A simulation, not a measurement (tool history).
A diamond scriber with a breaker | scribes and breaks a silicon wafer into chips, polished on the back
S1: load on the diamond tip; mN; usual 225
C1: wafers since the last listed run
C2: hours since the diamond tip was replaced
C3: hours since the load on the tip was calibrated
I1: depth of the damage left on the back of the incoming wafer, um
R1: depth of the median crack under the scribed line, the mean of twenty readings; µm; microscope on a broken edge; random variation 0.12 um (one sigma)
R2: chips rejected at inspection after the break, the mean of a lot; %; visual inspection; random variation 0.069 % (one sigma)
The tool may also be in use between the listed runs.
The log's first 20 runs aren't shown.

| run | hour | S1 | C1 | C2 | C3 | I1 | R1 | R2 |
|---|---|---|---|---|---|---|---|---|
| 21 | 1595.0 | 274 | 170 | 540.7 | 100.2 | 0.03 | 13.43 | 9.21 |
| 22 | 1680.4 | 266 | 209 | 626.1 | 185.6 | 0.04 | 12.83 | 8.27 |
| 23 | 1773.8 | 201 | 229 | 719.5 | 279.0 | 0.02 | 10.38 | 4.23 |
| 24 | 1868.9 | 225 | 233 | 814.6 | 374.1 | 0.01 | 11.30 | 1.53 |
| 25 | 1927.5 | 259 | 143 | 873.2 | 432.7 | 0.02 | 12.67 | 5.90 |
|  | 1993.8 | diamond tip replaced by a new one |
| 26 | 2029.5 | 270 | 245 | 35.7 | 534.7 | 0.04 | 13.00 | 8.34 |
| 27 | 2098.7 | 225 | 169 | 104.9 | 603.9 | 0.04 | 11.17 | 1.51 |
| 28 | 2136.1 | 248 | 91 | 142.3 | 641.3 | 0.01 | 12.34 | 3.62 |
| 29 | 2219.8 | 169 | 205 | 226.0 | 725.0 | 0.01 | 8.93 | 18.24 |
| 30 | 2258.1 | 254 | 93 | 264.3 | 763.3 | 0.01 | 12.15 | 4.66 |
| 31 | 2301.6 | 171 | 106 | 307.8 | 806.8 | 0.02 | 9.06 | 17.85 |
|  | 2306.2 | load on the tip recalibrated |
| 32 | 2386.4 | 202 | 203 | 392.6 | 80.2 | 0.05 | 10.29 | 3.83 |
| 33 | 2427.5 | 293 | 100 | 433.7 | 121.3 | 0.04 | 13.83 | 15.38 |
| 34 | 2481.6 | 165 | 132 | 487.8 | 175.4 | 0.03 | 8.70 | 24.05 |
| 35 | 2545.8 | 204 | 157 | 552.0 | 239.6 | 0.01 | 10.39 | 3.51 |
| 36 | 2642.6 | 259 | 237 | 648.8 | 336.4 | 0.02 | 12.42 | 5.62 |
| 37 | 2839.6 | 256 | 483 | 845.8 | 533.4 | 0.02 | 12.41 | 5.01 |
|  | 2863.2 | diamond tip replaced by a new one |
| 38 | 2941.0 | 225 | 243 | 77.8 | 634.8 | 0.02 | 11.07 | 1.41 |
| 39 | 3016.9 | 164 | 186 | 153.7 | 710.7 | 0.04 | 8.63 | 22.26 |
| 40 | 3099.2 | 192 | 201 | 236.0 | 793.0 | 0.05 | 9.90 | 7.41 |
| 41 | 3190.9 | 178 | 224 | 327.7 | 884.7 | 0.05 | 9.19 | 13.53 |
|  | 3240.3 | load on the tip recalibrated |
| 42 | 3286.7 | 253 | 230 | 423.5 | 46.4 | 0.02 | 12.45 | 4.54 |

3 ways to go on from here, each from the tool as it stands after run 42. What would each give?
| A | 3287.4 | 251 | 1 | 424.2 | 47.1 | 0.01 | ? | ? |
| B | 3287.4 | 262 | 1 | 424.2 | 47.1 | 0.01 | ? | ? |
| C | 3287.4 | 197 | 1 | 424.2 | 47.1 | 0.01 | ? | ? |

| run | R1 | R2 |
|---|---|---|
| A | 12.47 | 4.05 |
| B | 12.90 | 6.39 |
| C | 10.27 | 5.46 |
Without the tool's hidden state the same runs would have given:
| run | R1 | R2 |
|---|---|---|
| A | 12.47 | 4.05 |
| B | 12.90 | 6.39 |
| C | 10.27 | 5.46 |

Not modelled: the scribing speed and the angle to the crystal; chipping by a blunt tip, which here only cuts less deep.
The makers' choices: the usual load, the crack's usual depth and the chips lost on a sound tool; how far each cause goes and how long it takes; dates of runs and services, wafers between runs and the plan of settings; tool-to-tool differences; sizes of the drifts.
